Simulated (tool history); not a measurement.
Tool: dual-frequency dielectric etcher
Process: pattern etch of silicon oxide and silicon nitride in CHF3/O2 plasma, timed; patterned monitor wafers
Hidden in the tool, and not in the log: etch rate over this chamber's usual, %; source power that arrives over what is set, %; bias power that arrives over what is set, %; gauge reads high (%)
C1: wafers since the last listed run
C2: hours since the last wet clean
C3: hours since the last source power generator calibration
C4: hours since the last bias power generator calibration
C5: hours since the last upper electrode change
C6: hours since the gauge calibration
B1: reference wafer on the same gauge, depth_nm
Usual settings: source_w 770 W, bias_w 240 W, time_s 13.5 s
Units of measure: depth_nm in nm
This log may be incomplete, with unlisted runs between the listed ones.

Run 1, hour 0.0: usual settings; C1 0; C2 367.8; C3 3564.4; C4 1638.9; C5 5291.2; C6 252.2; B1 24.01. Result: depth_nm 21.61 nm.
Run 2, hour 20.0: usual settings; C1 351; C2 387.8; C3 3584.4; C4 1658.9; C5 5311.2; C6 272.2; B1 23.98. Result: depth_nm 21.61 nm.
Run 3, hour 55.2: usual settings; C1 619; C2 423.0; C3 3619.6; C4 1694.1; C5 5346.4; C6 307.4; B1 23.99. Result: depth_nm 21.56 nm.
Run 4, hour 84.3: usual settings; C1 511; C2 452.1; C3 3648.7; C4 1723.2; C5 5375.5; C6 336.5; B1 23.99. Result: depth_nm 21.62 nm.
Run 5, hour 112.9: usual settings; C1 502; C2 480.7; C3 3677.3; C4 1751.8; C5 5404.1; C6 365.1; B1 24.02. Result: depth_nm 21.69 nm.
At hour 148.5: wet clean of the chamber.
Run 6, hour 149.0: usual settings; C1 212; C2 0.5; C3 3713.4; C4 1787.9; C5 5440.2; C6 401.2; B1 23.97. Result: depth_nm 21.55 nm.
Run 7, hour 211.0: usual settings; C1 1090; C2 62.5; C3 3775.4; C4 1849.9; C5 5502.2; C6 463.2; B1 24.00. Result: depth_nm 21.74 nm.
Run 8, hour 243.7: usual settings but source_w 820 W, time_s 15.5 s; C1 575; C2 95.2; C3 3808.1; C4 1882.6; C5 5534.9; C6 495.9; B1 24.00. Result: depth_nm 25.34 nm.
Run 9, hour 267.9: usual settings but source_w 820 W, time_s 15.5 s; C1 425; C2 119.4; C3 3832.3; C4 1906.8; C5 5559.1; C6 520.1; B1 24.02. Result: depth_nm 25.19 nm.
At hour 283.0: bias power generator calibrated.
At hour 286.2: gauge calibrated.
Run 10, hour 294.3: usual settings but bias_w 207 W; C1 393; C2 145.8; C3 3858.7; C4 11.3; C5 5585.5; C6 8.1; B1 24.02. Result: depth_nm 20.99 nm.
Run 11, hour 306.8: usual settings; C1 219; C2 158.3; C3 3871.2; C4 23.8; C5 5598.0; C6 20.6; B1 24.00. Result: depth_nm 21.61 nm.
Run 12, hour 324.2: usual settings but time_s 16.5 s; C1 305; C2 175.7; C3 3888.6; C4 41.2; C5 5615.4; C6 38.0; B1 24.00. Result: depth_nm 26.39 nm.
Run 13, hour 350.9: usual settings but time_s 16.5 s; C1 469; C2 202.4; C3 3915.3; C4 67.9; C5 5642.1; C6 64.7; B1 24.02. Result: depth_nm 26.31 nm.
Run 14, hour 365.5: usual settings; C1 256; C2 217.0; C3 3929.9; C4 82.5; C5 5656.7; C6 79.3; B1 23.99. Result: depth_nm 21.63 nm.
Run 15, hour 400.0: usual settings but bias_w 220 W; C1 606; C2 251.5; C3 3964.4; C4 117.0; C5 5691.2; C6 113.8; B1 23.99. Result: depth_nm 21.30 nm.
Run 16, hour 434.0: usual settings but source_w 700 W; C1 597; C2 285.5; C3 3998.4; C4 151.0; C5 5725.2; C6 147.8; B1 24.03. Result: depth_nm 21.05 nm.
Run 17, hour 454.6: usual settings but time_s 11.0 s; C1 362; C2 306.1; C3 4019.0; C4 171.6; C5 5745.8; C6 168.4; B1 23.99. Result: depth_nm 17.62 nm.
At hour 479.1: upper electrode replaced.
Run 18, hour 479.6: usual settings but bias_w 187 W, time_s 14.5 s; C1 17; C2 331.1; C3 4044.0; C4 196.6; C5 0.5; C6 193.4; B1 23.99. Result: depth_nm 22.16 nm.
Run 19, hour 512.1: usual settings but source_w 690 W, bias_w 215 W; C1 571; C2 363.6; C3 4076.5; C4 229.1; C5 33.0; C6 225.9; B1 24.00. Result: depth_nm 20.48 nm.
Run 20, hour 542.1: usual settings but source_w 830 W; C1 527; C2 393.6; C3 4106.5; C4 259.1; C5 63.0; C6 255.9; B1 24.01. Result: depth_nm 22.03 nm.
Run 21, hour 565.9: usual settings; C1 418; C2 417.4; C3 4130.3; C4 282.9; C5 86.8; C6 279.7; B1 24.00. Result: depth_nm 21.64 nm.
At hour 605.4: source power generator calibrated.
At hour 619.6: wet clean of the chamber.
Run 22, hour 620.1: usual settings; C1 632; C2 0.5; C3 14.7; C4 337.1; C5 141.0; C6 333.9; B1 24.02. Result: depth_nm 21.57 nm.
Run 23, hour 622.7: usual settings but source_w 720 W, bias_w 272 W; C1 45; C2 3.1; C3 17.3; C4 339.7; C5 143.6; C6 336.5; B1 24.01. Result: depth_nm 21.71 nm.
Run 24, hour 642.5: usual settings but source_w 670 W, time_s 17.0 s; C1 348; C2 22.9; C3 37.1; C4 359.5; C5 163.4; C6 356.3; B1 23.98. Result: depth_nm 26.18 nm.
Run 25, hour 661.9: usual settings; C1 341; C2 42.3; C3 56.5; C4 378.9; C5 182.8; C6 375.7; B1 23.99. Result: depth_nm 21.70 nm.
Run 26, hour 696.3: usual settings but source_w 650 W, bias_w 217 W, time_s 10.5 s; C1 604; C2 76.7; C3 90.9; C4 413.3; C5 217.2; C6 410.1; B1 24.01. Result: depth_nm 15.64 nm.
Run 27, hour 713.9: usual settings but time_s 10.5 s; C1 309; C2 94.3; C3 108.5; C4 430.9; C5 234.8; C6 427.7; B1 24.00. Result: depth_nm 16.81 nm.
Run 28, hour 738.0: usual settings; C1 423; C2 118.4; C3 132.6; C4 455.0; C5 258.9; C6 451.8; B1 23.98. Result: depth_nm 21.54 nm.
Run 29, hour 770.0: usual settings but source_w 630 W, bias_w 268 W; C1 562; C2 150.4; C3 164.6; C4 487.0; C5 290.9; C6 483.8; B1 23.98. Result: depth_nm 20.73 nm.
Run 30, hour 784.9: usual settings but source_w 920 W, bias_w 201 W; C1 262; C2 165.3; C3 179.5; C4 501.9; C5 305.8; C6 498.7; B1 23.98. Result: depth_nm 22.13 nm.

State the hidden condition of the tool at each of the runs:
etch rate over this chamber's usual, %: 0 across all the runs
source power that arrives over what is set, %: 0 across all the runs
bias power that arrives over what is set, %: 0 across all the runs
gauge reads high (%): 0 across all the runs

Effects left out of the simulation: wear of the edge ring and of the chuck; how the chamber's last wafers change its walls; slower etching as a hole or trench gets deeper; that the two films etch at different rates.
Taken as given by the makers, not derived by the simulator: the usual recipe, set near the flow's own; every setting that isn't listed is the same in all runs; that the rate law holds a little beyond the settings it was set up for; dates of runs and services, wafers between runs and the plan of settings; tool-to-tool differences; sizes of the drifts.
